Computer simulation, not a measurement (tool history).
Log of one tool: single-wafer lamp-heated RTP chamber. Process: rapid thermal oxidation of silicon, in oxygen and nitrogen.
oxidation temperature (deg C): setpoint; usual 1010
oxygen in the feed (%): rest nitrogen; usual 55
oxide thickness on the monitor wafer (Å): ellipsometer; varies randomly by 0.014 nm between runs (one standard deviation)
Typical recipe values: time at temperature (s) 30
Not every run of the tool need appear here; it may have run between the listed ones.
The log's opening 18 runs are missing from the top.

run   hour  oxidation temperature (deg C)  time at temperature (s)  oxygen in the feed (%)  wafers since the last listed run  wafers since the last pyrometer calibration  hours since the oxygen flow controller was replaced  hours since the gauge calibration  read-back reference wafer on the same gauge, thickness  oxide thickness on the monitor wafer (Å)
 19  459.7                            990                       30                      40                               414                                         2515                                                135.9                                165                                                    4.51                                     33.61
 20    548                           1010                       30                      55                              1411                                         3926                                                224.2                              253.3                                                   4.508                                     41.81
 21  571.4                           1024                       39                      38                               374                                         4300                                                247.6                              276.7                                                   4.509                                     45.13
 22  597.6                           1010                       18                      55                               418                                         4719                                                273.8                              302.9                                                   4.508                                     34.63
 23  627.7                            989                       18                      81                               481                                         5200                                                303.9                                333                                                   4.518                                     34.16
 24  644.9                           1024                       30                      55                               274                                         5475                                                321.1                              350.2                                                   4.512                                     45.71
 25  679.6                            993                       30                      81                               554                                         6030                                                355.8                              384.9                                                   4.505                                     42.36
 26  703.2                           1010                       30                      55                               377                                         6407                                                379.4                              408.5                                                   4.511                                     41.67
 27  736.7                           1029                       18                      85                               535                                         6943                                                412.9                                442                                                   4.508                                     44.88
 28  770.7                           1010                       30                      55                               543                                         7486                                                446.9                                476                                                   4.509                                     41.88
 29  802.5                            997                       24                      55                               508                                         7995                                                478.7                              507.8                                                   4.507                                     35.78
     817.9  -- pyrometer window cleaned and pyrometer calibrated
 30  828.9                           1010                       30                      55                               294                                          175                                                505.1                              534.2                                                   4.508                                     40.18
 31  850.1                           1010                       35                      55                               338                                          514                                                526.3                              555.4                                                   4.512                                     42.83
 32  878.9                           1010                       30                      55                               460                                          974                                                555.1                              584.2                                                   4.517                                      40.4
 33  903.8                            990                       38                      83                               398                                         1372                                                  580                              609.1                                                   4.514                                     44.56
 34  925.2                           1001                       36                      78                               342                                         1714                                                601.4                              630.5                                                   4.511                                     46.22
 35  939.6                           1010                       23                      39                               230                                         1945                                                615.8                              644.9                                                   4.519                                     33.73
 36    962                           1032                       34                      81                               358                                         2303                                                638.2                              667.3                                                   4.511                                     57.21
 37  977.3                           1010                       30                      55                               244                                         2547                                                653.5                              682.6                                                   4.518                                     40.99
 38  997.6                           1010                       30                      55                               324                                         2872                                                673.8                              702.9                                                    4.51                                     41.15

4 ways to go on from here, each from the tool as it stands after run 38. What would each give?
  A   998                           1010                       16                      55                                 6                                         2878                                                674.2                              703.3                                                       ?                                         ?
  B   998                           1010                       30                      46                                 6                                         2878                                                674.2                              703.3                                                       ?                                         ?
  C   998                           1027                       30                      55                                 6                                         2878                                                674.2                              703.3                                                       ?                                         ?
  D   998                           1010                       30                      80                                 6                                         2878                                                674.2                              703.3                                                       ?                                         ?

run  read-back reference wafer on the same gauge, thickness  oxide thickness on the monitor wafer (Å)
  A                                                   4.517                                     32.58
  B                                                   4.517                                     38.71
  C                                                   4.517                                     45.72
  D                                                   4.517                                     46.16
With the hidden condition removed and each run's random variation left untouched, the same runs would have given:
run  oxide thickness on the monitor wafer (Å)
  A                                     31.79
  B                                     37.66
  C                                      44.4
  D                                     44.78

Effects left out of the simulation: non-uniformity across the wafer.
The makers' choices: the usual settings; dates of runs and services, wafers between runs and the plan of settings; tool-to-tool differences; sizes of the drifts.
